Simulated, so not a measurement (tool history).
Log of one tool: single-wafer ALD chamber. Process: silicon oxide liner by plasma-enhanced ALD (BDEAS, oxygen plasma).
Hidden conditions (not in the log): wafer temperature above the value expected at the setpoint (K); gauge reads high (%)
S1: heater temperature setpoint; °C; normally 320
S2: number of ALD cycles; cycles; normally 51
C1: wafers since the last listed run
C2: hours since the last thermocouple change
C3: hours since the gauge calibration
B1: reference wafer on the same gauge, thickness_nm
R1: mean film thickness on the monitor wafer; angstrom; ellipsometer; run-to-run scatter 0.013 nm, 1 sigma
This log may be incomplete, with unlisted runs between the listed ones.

{"run": 1, "hour": 0.0, "S1": 308, "S2": 51, "C1": 0, "C2": 944.3, "C3": 461.7, "B1": 4.949, "R1": 54.93}
{"run": 2, "hour": 19.6, "S1": 308, "S2": 51, "C1": 87, "C2": 963.9, "C3": 481.3, "B1": 4.956, "R1": 54.9}
{"run": 3, "hour": 49.6, "S1": 308, "S2": 51, "C1": 133, "C2": 993.9, "C3": 511.3, "B1": 4.955, "R1": 54.95}
{"run": 4, "hour": 68.4, "S1": 320, "S2": 51, "C1": 83, "C2": 1012.7, "C3": 530.1, "B1": 4.958, "R1": 54.03}
{"run": 5, "hour": 88.3, "S1": 320, "S2": 51, "C1": 88, "C2": 1032.6, "C3": 550.0, "B1": 4.96, "R1": 54.11}
{"hour": 99.1, "done": "gauge calibrated"}
{"run": 6, "hour": 105.0, "S1": 320, "S2": 51, "C1": 74, "C2": 1049.3, "C3": 5.9, "B1": 4.837, "R1": 52.81}
{"run": 7, "hour": 130.4, "S1": 320, "S2": 51, "C1": 113, "C2": 1074.7, "C3": 31.3, "B1": 4.853, "R1": 52.74}
{"run": 8, "hour": 143.1, "S1": 320, "S2": 51, "C1": 56, "C2": 1087.4, "C3": 44.0, "B1": 4.86, "R1": 52.96}
{"run": 9, "hour": 163.6, "S1": 320, "S2": 51, "C1": 91, "C2": 1107.9, "C3": 64.5, "B1": 4.868, "R1": 53.17}
{"run": 10, "hour": 197.1, "S1": 320, "S2": 51, "C1": 149, "C2": 1141.4, "C3": 98.0, "B1": 4.885, "R1": 53.28}
{"run": 11, "hour": 231.2, "S1": 320, "S2": 51, "C1": 151, "C2": 1175.5, "C3": 132.1, "B1": 4.896, "R1": 53.6}
{"run": 12, "hour": 263.6, "S1": 320, "S2": 51, "C1": 144, "C2": 1207.9, "C3": 164.5, "B1": 4.909, "R1": 53.9}
{"run": 13, "hour": 296.5, "S1": 320, "S2": 51, "C1": 146, "C2": 1240.8, "C3": 197.4, "B1": 4.918, "R1": 53.61}
{"run": 14, "hour": 308.7, "S1": 320, "S2": 47, "C1": 54, "C2": 1253.0, "C3": 209.6, "B1": 4.917, "R1": 49.41}
{"run": 15, "hour": 327.2, "S1": 320, "S2": 47, "C1": 82, "C2": 1271.5, "C3": 228.1, "B1": 4.925, "R1": 49.48}
{"hour": 356.1, "done": "thermocouple changed; heater temperature recalibrated"}
{"run": 16, "hour": 358.4, "S1": 312, "S2": 51, "C1": 103, "C2": 2.3, "C3": 259.3, "B1": 4.927, "R1": 54.25}
{"run": 17, "hour": 380.8, "S1": 309, "S2": 51, "C1": 99, "C2": 24.7, "C3": 281.7, "B1": 4.927, "R1": 54.77}
{"run": 18, "hour": 414.1, "S1": 320, "S2": 48, "C1": 148, "C2": 58.0, "C3": 315.0, "B1": 4.939, "R1": 50.71}
{"run": 19, "hour": 436.7, "S1": 313, "S2": 57, "C1": 100, "C2": 80.6, "C3": 337.6, "B1": 4.94, "R1": 60.99}
{"run": 20, "hour": 461.2, "S1": 320, "S2": 51, "C1": 109, "C2": 105.1, "C3": 362.1, "B1": 4.943, "R1": 53.98}
{"run": 21, "hour": 528.2, "S1": 328, "S2": 59, "C1": 298, "C2": 172.1, "C3": 429.1, "B1": 4.949, "R1": 61.96}
{"run": 22, "hour": 550.2, "S1": 316, "S2": 61, "C1": 98, "C2": 194.1, "C3": 451.1, "B1": 4.95, "R1": 64.97}
{"run": 23, "hour": 562.3, "S1": 310, "S2": 58, "C1": 53, "C2": 206.2, "C3": 463.2, "B1": 4.947, "R1": 62.51}
{"run": 24, "hour": 620.6, "S1": 308, "S2": 47, "C1": 259, "C2": 264.5, "C3": 521.5, "B1": 4.954, "R1": 50.78}
{"run": 25, "hour": 641.8, "S1": 308, "S2": 47, "C1": 94, "C2": 285.7, "C3": 542.7, "B1": 4.956, "R1": 50.56}
{"hour": 674.3, "done": "gauge calibrated"}
{"run": 26, "hour": 674.7, "S1": 334, "S2": 46, "C1": 146, "C2": 318.6, "C3": 0.4, "B1": 4.846, "R1": 47.0}
{"run": 27, "hour": 691.2, "S1": 312, "S2": 51, "C1": 73, "C2": 335.1, "C3": 16.9, "B1": 4.86, "R1": 53.87}
{"run": 28, "hour": 705.0, "S1": 320, "S2": 51, "C1": 61, "C2": 348.9, "C3": 30.7, "B1": 4.866, "R1": 53.11}
{"run": 29, "hour": 725.7, "S1": 327, "S2": 45, "C1": 92, "C2": 369.6, "C3": 51.4, "B1": 4.875, "R1": 46.75}
{"run": 30, "hour": 740.5, "S1": 324, "S2": 41, "C1": 65, "C2": 384.4, "C3": 66.2, "B1": 4.882, "R1": 42.69}
{"run": 31, "hour": 764.9, "S1": 320, "S2": 51, "C1": 108, "C2": 408.8, "C3": 90.6, "B1": 4.893, "R1": 53.44}
{"run": 32, "hour": 782.8, "S1": 329, "S2": 47, "C1": 79, "C2": 426.7, "C3": 108.5, "B1": 4.9, "R1": 48.91}
{"run": 33, "hour": 812.8, "S1": 320, "S2": 61, "C1": 133, "C2": 456.7, "C3": 138.5, "B1": 4.911, "R1": 64.48}
{"run": 34, "hour": 842.1, "S1": 320, "S2": 61, "C1": 130, "C2": 486.0, "C3": 167.8, "B1": 4.919, "R1": 64.07}
{"run": 35, "hour": 854.9, "S1": 311, "S2": 59, "C1": 57, "C2": 498.8, "C3": 180.6, "B1": 4.923, "R1": 62.75}
{"run": 36, "hour": 888.4, "S1": 320, "S2": 58, "C1": 149, "C2": 532.3, "C3": 214.1, "B1": 4.929, "R1": 61.25}
{"run": 37, "hour": 906.1, "S1": 320, "S2": 57, "C1": 78, "C2": 550.0, "C3": 231.8, "B1": 4.936, "R1": 60.22}

List, for all runs, the conditions of the tool that the log does not record:
wafer temperature above the value expected at the setpoint (K): 0, the same for each run
H1: gauge reads high (%)
run=1 H1=2.12
run=2 H1=2.15
run=3 H1=2.19
run=4 H1=2.21
run=5 H1=2.23
run=6 H1=-0.247
run=7 H1=0.0477
run=8 H1=0.182
run=9 H1=0.384
run=10 H1=0.674
run=11 H1=0.926
run=12 H1=1.13
run=13 H1=1.31
run=14 H1=1.37
run=15 H1=1.46
run=16 H1=1.58
run=17 H1=1.66
run=18 H1=1.77
run=19 H1=1.83
run=20 H1=1.89
run=21 H1=2.03
run=22 H1=2.06
run=23 H1=2.08
run=24 H1=2.16
run=25 H1=2.18
run=26 H1=-0.0237
run=27 H1=0.177
run=28 H1=0.333
run=29 H1=0.549
run=30 H1=0.691
run=31 H1=0.905
run=32 H1=1.05
run=33 H1=1.26
run=34 H1=1.44
run=35 H1=1.51
run=36 H1=1.68
run=37 H1=1.76

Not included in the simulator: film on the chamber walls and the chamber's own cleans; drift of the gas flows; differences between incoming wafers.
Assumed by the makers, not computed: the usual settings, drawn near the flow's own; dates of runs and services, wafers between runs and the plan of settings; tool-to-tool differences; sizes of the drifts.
